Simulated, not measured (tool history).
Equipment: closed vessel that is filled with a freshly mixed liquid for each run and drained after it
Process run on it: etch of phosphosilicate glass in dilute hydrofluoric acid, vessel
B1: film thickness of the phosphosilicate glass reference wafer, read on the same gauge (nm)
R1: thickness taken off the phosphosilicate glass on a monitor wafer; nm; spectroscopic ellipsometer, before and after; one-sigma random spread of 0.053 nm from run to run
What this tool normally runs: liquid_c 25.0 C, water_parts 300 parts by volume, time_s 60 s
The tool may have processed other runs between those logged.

Run 1, day 0.000: usual settings but liquid_c 23.5 C; B1 109.99. Result: R1 12.96 nm.
Run 2, day 1.346: usual settings; B1 110.02. Result: R1 13.70 nm.
Run 3, day 2.538: usual settings; B1 110.03. Result: R1 13.71 nm.
Run 4, day 3.546: usual settings but water_parts 180 parts by volume; B1 109.98. Result: R1 26.11 nm.
Run 5, day 4.983: usual settings but water_parts 180 parts by volume; B1 110.04. Result: R1 25.93 nm.
Run 6, day 7.012: usual settings but water_parts 250 parts by volume; B1 109.99. Result: R1 17.26 nm.
Run 7, day 8.479: usual settings but water_parts 250 parts by volume; B1 110.01. Result: R1 17.19 nm.
Run 8, day 10.462: usual settings; B1 110.05. Result: R1 13.61 nm.
At day 11.538: hydrofluoric acid flow meter replaced.
Run 9, day 12.246: usual settings but liquid_c 26.5 C, water_parts 405 parts by volume; B1 110.01. Result: R1 9.97 nm.
Run 10, day 13.946: usual settings but liquid_c 26.5 C, water_parts 405 parts by volume; B1 110.00. Result: R1 9.95 nm.
Run 11, day 16.179: usual settings but liquid_c 28.5 C, water_parts 180 parts by volume, time_s 40 s; B1 110.00. Result: R1 20.22 nm.
At day 16.217: gauge calibrated.
Run 12, day 17.546: usual settings but liquid_c 21.5 C, water_parts 370 parts by volume; B1 109.97. Result: R1 9.51 nm.
At day 18.317: thermometer replaced.
Run 13, day 19.800: usual settings but liquid_c 21.5 C, water_parts 370 parts by volume; B1 109.99. Result: R1 9.69 nm.
Run 14, day 20.942: usual settings but time_s 75 s; B1 109.99. Result: R1 17.98 nm.
Run 15, day 23.571: usual settings but liquid_c 28.5 C, water_parts 185 parts by volume, time_s 85 s; B1 110.02. Result: R1 42.02 nm.
Run 16, day 25.229: usual settings but liquid_c 21.5 C, water_parts 370 parts by volume; B1 110.01. Result: R1 9.71 nm.
Run 17, day 27.654: usual settings; B1 110.00. Result: R1 14.22 nm.
Run 18, day 30.600: usual settings but liquid_c 23.0 C, water_parts 445 parts by volume; B1 110.02. Result: R1 7.87 nm.
Run 19, day 33.133: usual settings; B1 109.98. Result: R1 14.16 nm.
Run 20, day 34.812: usual settings but liquid_c 29.5 C, water_parts 355 parts by volume, time_s 90 s; B1 110.03. Result: R1 19.92 nm.
Run 21, day 37.154: usual settings but liquid_c 30.0 C, water_parts 440 parts by volume, time_s 30 s; B1 110.04. Result: R1 4.97 nm.
Run 22, day 43.312: usual settings but water_parts 245 parts by volume; B1 109.97. Result: R1 18.29 nm.
Run 23, day 44.562: usual settings but liquid_c 21.0 C, water_parts 440 parts by volume; B1 110.01. Result: R1 7.39 nm.
Run 24, day 47.233: usual settings but liquid_c 21.0 C, water_parts 435 parts by volume; B1 110.02. Result: R1 7.56 nm.
Run 25, day 51.121: usual settings; B1 109.98. Result: R1 14.03 nm.
Run 26, day 52.950: usual settings but liquid_c 27.5 C, water_parts 185 parts by volume, time_s 35 s; B1 109.98. Result: R1 16.46 nm.
Run 27, day 54.658: usual settings but water_parts 375 parts by volume; B1 110.01. Result: R1 10.50 nm.
Run 28, day 56.842: usual settings but water_parts 380 parts by volume, time_s 50 s; B1 110.02. Result: R1 8.55 nm.
Run 29, day 58.583: usual settings but liquid_c 28.0 C, water_parts 435 parts by volume, time_s 80 s; B1 109.99. Result: R1 12.47 nm.
Run 30, day 60.400: usual settings but liquid_c 27.0 C, time_s 35 s; B1 110.05. Result: R1 8.69 nm.
Run 31, day 61.442: usual settings but liquid_c 20.0 C, water_parts 425 parts by volume, time_s 70 s; B1 109.99. Result: R1 8.63 nm.

Give the tool's hidden conditions for every run:
gauge reads high (%): 0 in every run
H1: liquid colder than its thermometer reads (K)
H2: hydrofluoric acid flow below the setpoint (%)
run      H1      H2
  1   0.492    2.82
  2   0.505    2.86
  3   0.516     2.9
  4   0.525    2.93
  5   0.538    2.97
  6   0.557    3.03
  7    0.57    3.07
  8   0.589    3.13
  9   0.605  0.0429
 10   0.621  0.0924
 11   0.641   0.158
 12   0.654   0.197
 13  0.0594   0.263
 14    0.07   0.297
 15  0.0942   0.373
 16    0.11   0.422
 17   0.132   0.492
 18   0.159   0.578
 19   0.182   0.652
 20   0.198   0.701
 21    0.22   0.769
 22   0.276   0.949
 23   0.288   0.985
 24   0.313    1.06
 25   0.348    1.18
 26   0.365    1.23
 27   0.381    1.28
 28   0.401    1.34
 29   0.417    1.39
 30   0.434    1.45
 31   0.444    1.48
